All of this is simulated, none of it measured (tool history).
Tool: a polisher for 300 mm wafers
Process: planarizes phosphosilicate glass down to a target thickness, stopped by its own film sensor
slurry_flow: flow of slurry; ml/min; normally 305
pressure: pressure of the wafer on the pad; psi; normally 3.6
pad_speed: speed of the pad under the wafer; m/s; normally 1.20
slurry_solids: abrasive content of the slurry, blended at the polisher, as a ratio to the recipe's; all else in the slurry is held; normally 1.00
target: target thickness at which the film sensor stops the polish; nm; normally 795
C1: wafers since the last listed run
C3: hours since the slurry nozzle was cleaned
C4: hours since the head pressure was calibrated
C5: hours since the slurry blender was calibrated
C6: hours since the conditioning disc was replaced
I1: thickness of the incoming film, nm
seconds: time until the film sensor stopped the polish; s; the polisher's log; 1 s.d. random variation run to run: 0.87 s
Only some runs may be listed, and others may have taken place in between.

Run 1, day 0.000: usual settings; C1 0; wafers polished on this pad 3117; C3 448.0; C4 372.0; C5 159.8; C6 322.3; I1 1225.2. Result: seconds 52.3 s.
At day 0.675: slurry nozzle cleaned.
At day 2.983: head pressure recalibrated.
Run 2, day 4.262: usual settings; C1 1239; wafers polished on this pad 4357; C3 86.1; C4 30.7; C5 262.1; C6 424.6; I1 1223.8. Result: seconds 44.4 s.
Run 3, day 6.233: usual settings; C1 590; wafers polished on this pad 4947; C3 133.4; C4 78.0; C5 309.4; C6 471.9; I1 1232.9. Result: seconds 45.5 s.
At day 7.121: worn pad replaced by a new one.
At day 7.888: conditioning disc replaced and pad reconditioned.
Run 4, day 10.475: usual settings; C1 1195; wafers polished on this pad 979; C3 235.2; C4 179.8; C5 411.2; C6 62.1; I1 1247.4. Result: seconds 49.1 s.
Run 5, day 12.512: usual settings; C1 610; wafers polished on this pad 1590; C3 284.1; C4 228.7; C5 460.1; C6 111.0; I1 1231.2. Result: seconds 48.2 s.
At day 14.200: slurry blender recalibrated.
Run 6, day 14.858: usual settings; C1 677; wafers polished on this pad 2267; C3 340.4; C4 285.0; C5 15.8; C6 167.3; I1 1221.7. Result: seconds 48.4 s.
Run 7, day 18.938: usual settings; C1 1222; wafers polished on this pad 3490; C3 438.3; C4 382.9; C5 113.7; C6 265.2; I1 1239.2. Result: seconds 52.6 s.
At day 20.325: slurry nozzle cleaned.
At day 21.588: head pressure recalibrated.
At day 24.333: conditioning disc replaced and pad reconditioned.
At day 27.179: worn pad replaced by a new one.
Run 8, day 29.067: usual settings but pressure 2.8 psi; C1 2922; wafers polished on this pad 566; C3 209.8; C4 179.5; C5 356.8; C6 113.6; I1 1244.6. Result: seconds 63.3 s.
Run 9, day 33.317: usual settings but pressure 2.8 psi; C1 1273; wafers polished on this pad 1839; C3 311.8; C4 281.5; C5 458.8; C6 215.6; I1 1239.3. Result: seconds 63.9 s.
Run 10, day 35.088: usual settings but slurry_flow 240 ml/min, slurry_solids 0.90; C1 530; wafers polished on this pad 2369; C3 354.3; C4 324.0; C5 501.3; C6 258.1; I1 1240.1. Result: seconds 54.5 s.
At day 36.488: slurry blender recalibrated.
Run 11, day 36.812: usual settings but slurry_flow 240 ml/min, slurry_solids 0.90; C1 491; wafers polished on this pad 2861; C3 395.7; C4 365.4; C5 7.8; C6 299.5; I1 1231.7. Result: seconds 54.0 s.
At day 38.479: head pressure recalibrated.
Run 12, day 39.017: usual settings but slurry_flow 390 ml/min; C1 635; wafers polished on this pad 3497; C3 448.6; C4 12.9; C5 60.7; C6 352.4; I1 1219.4. Result: seconds 44.3 s.
Run 13, day 41.338: usual settings; C1 695; wafers polished on this pad 4192; C3 504.3; C4 68.6; C5 116.4; C6 408.1; I1 1208.8. Result: seconds 46.6 s.
At day 43.192: conditioning disc replaced and pad reconditioned.
Run 14, day 43.521: usual settings but pad_speed 1.04 m/s; C1 629; wafers polished on this pad 4821; C3 556.7; C4 121.0; C5 168.8; C6 7.9; I1 1253.8. Result: seconds 58.9 s.
At day 44.492: worn pad replaced by a new one.
At day 44.725: slurry nozzle cleaned.
Run 15, day 47.229: usual settings but pad_speed 1.08 m/s, target 698 nm; C1 1048; wafers polished on this pad 807; C3 60.1; C4 210.0; C5 257.8; C6 96.9; I1 1223.5. Result: seconds 61.9 s.
Run 16, day 51.308: usual settings; C1 1222; wafers polished on this pad 2030; C3 158.0; C4 307.9; C5 355.7; C6 194.8; I1 1219.3. Result: seconds 46.4 s.
Run 17, day 54.625: usual settings; C1 993; wafers polished on this pad 3023; C3 237.6; C4 387.5; C5 435.3; C6 274.4; I1 1220.5. Result: seconds 48.7 s.
Run 18, day 56.188: usual settings but pad_speed 0.98 m/s, slurry_solids 1.15; C1 468; wafers polished on this pad 3492; C3 275.1; C4 425.0; C5 472.8; C6 311.9; I1 1208.8. Result: seconds 54.4 s.
At day 58.854: head pressure recalibrated.
At day 58.917: slurry blender recalibrated.
Run 19, day 59.542: usual settings but pad_speed 1.04 m/s; C1 961; wafers polished on this pad 4453; C3 355.6; C4 16.5; C5 15.0; C6 392.4; I1 1222.8. Result: seconds 50.2 s.
Run 20, day 61.533: usual settings but slurry_flow 350 ml/min, slurry_solids 1.15, target 848 nm; C1 596; wafers polished on this pad 5050; C3 403.4; C4 64.3; C5 62.8; C6 440.2; I1 1223.8. Result: seconds 37.5 s.
At day 62.212: conditioning disc replaced and pad reconditioned.
At day 64.700: worn pad replaced by a new one.
At day 65.225: slurry nozzle cleaned.
Run 21, day 65.958: usual settings but pad_speed 1.02 m/s; C1 1238; wafers polished on this pad 364; C3 17.6; C4 170.5; C5 169.0; C6 89.9; I1 1228.9. Result: seconds 52.5 s.
Run 22, day 73.246: usual settings but slurry_flow 280 ml/min, pressure 4.7 psi; C1 2183; wafers polished on this pad 2547; C3 192.5; C4 345.4; C5 343.9; C6 264.8; I1 1207.1. Result: seconds 36.8 s.
Run 23, day 76.592: usual settings but slurry_flow 255 ml/min, pressure 3.3 psi, slurry_solids 0.80, target 876 nm; C1 1002; wafers polished on this pad 3550; C3 272.8; C4 425.7; C5 424.2; C6 345.1; I1 1241.8. Result: seconds 51.6 s.
At day 79.271: conditioning disc replaced and pad reconditioned.
At day 79.633: head pressure recalibrated.
Run 24, day 80.967: usual settings but slurry_flow 350 ml/min, pressure 4.4 psi; C1 1260; wafers polished on this pad 4810; C3 377.8; C4 32.0; C5 529.2; C6 40.7; I1 1247.8. Result: seconds 38.9 s.
At day 81.446: slurry blender recalibrated.
Run 25, day 85.458: usual settings but slurry_solids 1.15; C1 1320; wafers polished on this pad 6131; C3 485.6; C4 139.8; C5 96.3; C6 148.5; I1 1240.5. Result: seconds 46.2 s.

Predict each of these 3 candidate next runs independently; none follows another, all start after run 25:
Run A, day 85.475: usual settings but slurry_flow 235 ml/min; C1 4; wafers polished on this pad 6136; C3 486.0; C4 140.2; C5 96.7; C6 148.9; I1 1250.8. Result: seconds ?.
Run B, day 85.475: usual settings but pressure 2.8 psi, pad_speed 1.52 m/s; C1 4; wafers polished on this pad 6136; C3 486.0; C4 140.2; C5 96.7; C6 148.9; I1 1250.8. Result: seconds ?.
Run C, day 85.475: usual settings but pressure 4.8 psi, slurry_solids 1.15, target 912 nm; C1 4; wafers polished on this pad 6136; C3 486.0; C4 140.2; C5 96.7; C6 148.9; I1 1250.8. Result: seconds ?.

run  seconds
  A     54.1
  B     55.0
  C     27.1
Without the tool's unlogged condition, the same runs would have read:
run  seconds
  A     49.4
  B     51.1
  C     25.1

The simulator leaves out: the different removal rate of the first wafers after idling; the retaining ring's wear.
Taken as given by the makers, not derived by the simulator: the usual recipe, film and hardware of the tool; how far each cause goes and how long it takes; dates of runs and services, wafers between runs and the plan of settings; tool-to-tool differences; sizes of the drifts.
